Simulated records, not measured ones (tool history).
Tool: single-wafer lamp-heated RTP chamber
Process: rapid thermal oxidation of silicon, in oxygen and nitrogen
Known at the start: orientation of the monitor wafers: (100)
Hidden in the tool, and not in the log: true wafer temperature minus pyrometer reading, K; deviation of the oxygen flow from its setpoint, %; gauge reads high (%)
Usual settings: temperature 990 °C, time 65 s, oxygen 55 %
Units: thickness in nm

| run | hour | temperature | time | oxygen | wafers since the last listed run | wafers since the last pyrometer calibration | hours since the oxygen flow controller was replaced | hours since the gauge calibration | read-back reference wafer on the same gauge, thickness | thickness |
|---|---|---|---|---|---|---|---|---|---|---|
| 1 | 0.0 | 990 | 91 | 37 | 0 | 469 | 3433.5 | 2310.1 | 4.164 | 4.546 |
| 2 | 57.2 | 990 | 65 | 55 | 541 | 1011 | 3490.7 | 2367.3 | 4.159 | 4.500 |
| 3 | 118.8 | 990 | 65 | 55 | 582 | 1594 | 3552.3 | 2428.9 | 4.160 | 4.494 |
| 4 | 197.8 | 990 | 65 | 55 | 747 | 2341 | 3631.3 | 2507.9 | 4.164 | 4.499 |
| 5 | 263.7 | 990 | 65 | 55 | 623 | 2965 | 3697.2 | 2573.8 | 4.161 | 4.488 |
| 6 | 338.9 | 990 | 65 | 55 | 711 | 3676 | 3772.4 | 2649.0 | 4.163 | 4.458 |
| 7 | 430.0 | 990 | 86 | 55 | 862 | 4538 | 3863.5 | 2740.1 | 4.152 | 5.085 |
| 8 | 501.7 | 990 | 65 | 55 | 678 | 5217 | 3935.2 | 2811.8 | 4.157 | 4.470 |
| 9 | 565.9 | 990 | 65 | 55 | 607 | 5824 | 3999.4 | 2876.0 | 4.155 | 4.489 |
| 10 | 621.7 | 990 | 65 | 55 | 528 | 6352 | 4055.2 | 2931.8 | 4.156 | 4.507 |
|  | 693.7 | gauge calibrated |
|  | 707.4 | pyrometer window cleaned and pyrometer calibrated |
| 11 | 721.3 | 990 | 65 | 55 | 866 | 131 | 4154.8 | 27.6 | 4.156 | 4.518 |
| 12 | 820.8 | 990 | 65 | 41 | 941 | 1072 | 4254.3 | 127.1 | 4.161 | 4.072 |
| 13 | 917.9 | 990 | 65 | 41 | 918 | 1991 | 4351.4 | 224.2 | 4.160 | 4.095 |
| 14 | 1011.2 | 990 | 90 | 55 | 882 | 2874 | 4444.7 | 317.5 | 4.163 | 5.193 |
| 15 | 1060.2 | 990 | 90 | 55 | 463 | 3337 | 4493.7 | 366.5 | 4.160 | 5.159 |
| 16 | 1099.3 | 990 | 65 | 55 | 369 | 3707 | 4532.8 | 405.6 | 4.160 | 4.504 |
| 17 | 1166.2 | 990 | 65 | 83 | 633 | 4340 | 4599.7 | 472.5 | 4.162 | 5.164 |
| 18 | 1244.9 | 990 | 65 | 55 | 744 | 5085 | 4678.4 | 551.2 | 4.162 | 4.505 |
| 19 | 1330.4 | 966 | 65 | 29 | 809 | 5894 | 4763.9 | 636.7 | 4.158 | 3.209 |
| 20 | 1382.5 | 990 | 36 | 55 | 492 | 6387 | 4816.0 | 688.8 | 4.159 | 3.549 |
|  | 1436.5 | pyrometer window cleaned and pyrometer calibrated |
| 21 | 1465.4 | 981 | 44 | 70 | 708 | 273 | 4898.9 | 771.7 | 4.161 | 3.871 |
| 22 | 1562.3 | 982 | 52 | 64 | 916 | 1190 | 4995.8 | 868.6 | 4.156 | 4.074 |
| 23 | 1636.0 | 998 | 65 | 42 | 697 | 1887 | 5069.5 | 942.3 | 4.151 | 4.332 |
| 24 | 1693.5 | 998 | 65 | 42 | 544 | 2431 | 5127.0 | 999.8 | 4.159 | 4.353 |
| 25 | 1773.3 | 1017 | 40 | 45 | 755 | 3186 | 5206.8 | 1079.6 | 4.163 | 4.136 |
| 26 | 1811.8 | 968 | 45 | 36 | 364 | 3551 | 5245.3 | 1118.1 | 4.160 | 3.025 |
| 27 | 1891.3 | 990 | 65 | 45 | 752 | 4303 | 5324.8 | 1197.6 | 4.159 | 4.235 |
|  | 1946.0 | oxygen flow controller replaced |
| 28 | 1946.5 | 990 | 65 | 45 | 446 | 4750 | 0.5 | 1252.8 | 4.165 | 4.213 |
| 29 | 1988.7 | 990 | 65 | 55 | 399 | 5149 | 42.7 | 1295.0 | 4.160 | 4.518 |
| 30 | 2058.4 | 990 | 65 | 55 | 659 | 5809 | 112.4 | 1364.7 | 4.161 | 4.487 |
|  | 2084.9 | pyrometer window cleaned and pyrometer calibrated |
| 31 | 2131.8 | 999 | 65 | 45 | 618 | 443 | 185.8 | 1438.1 | 4.161 | 4.477 |
| 32 | 2216.9 | 971 | 65 | 55 | 805 | 1249 | 270.9 | 1523.2 | 4.157 | 3.931 |
| 33 | 2277.1 | 990 | 43 | 74 | 569 | 1818 | 331.1 | 1583.4 | 4.156 | 4.134 |
| 34 | 2349.4 | 990 | 65 | 39 | 684 | 2502 | 403.4 | 1655.7 | 4.159 | 4.047 |
| 35 | 2454.4 | 990 | 65 | 55 | 993 | 3496 | 508.4 | 1760.7 | 4.161 | 4.506 |
| 36 | 2507.1 | 1002 | 65 | 55 | 498 | 3995 | 561.1 | 1813.4 | 4.153 | 4.920 |
| 37 | 2676.6 | 990 | 65 | 55 | 1603 | 5598 | 730.6 | 1982.9 | 4.162 | 4.517 |

How the hidden state differs across the entries between the runs, from the last listed run before each to the first after it:
Between runs 10 and 11: gauge calibrated (hour 693.7); pyrometer window cleaned and pyrometer calibrated (hour 707.4)
  no hidden state differs between the two runs
Between runs 20 and 21: pyrometer window cleaned and pyrometer calibrated (hour 1436.5)
  no hidden state differs between the two runs
Between runs 27 and 28: oxygen flow controller replaced (hour 1946.0)
  no hidden state differs between the two runs
Between runs 30 and 31: pyrometer window cleaned and pyrometer calibrated (hour 2084.9)
  no hidden state differs between the two runs

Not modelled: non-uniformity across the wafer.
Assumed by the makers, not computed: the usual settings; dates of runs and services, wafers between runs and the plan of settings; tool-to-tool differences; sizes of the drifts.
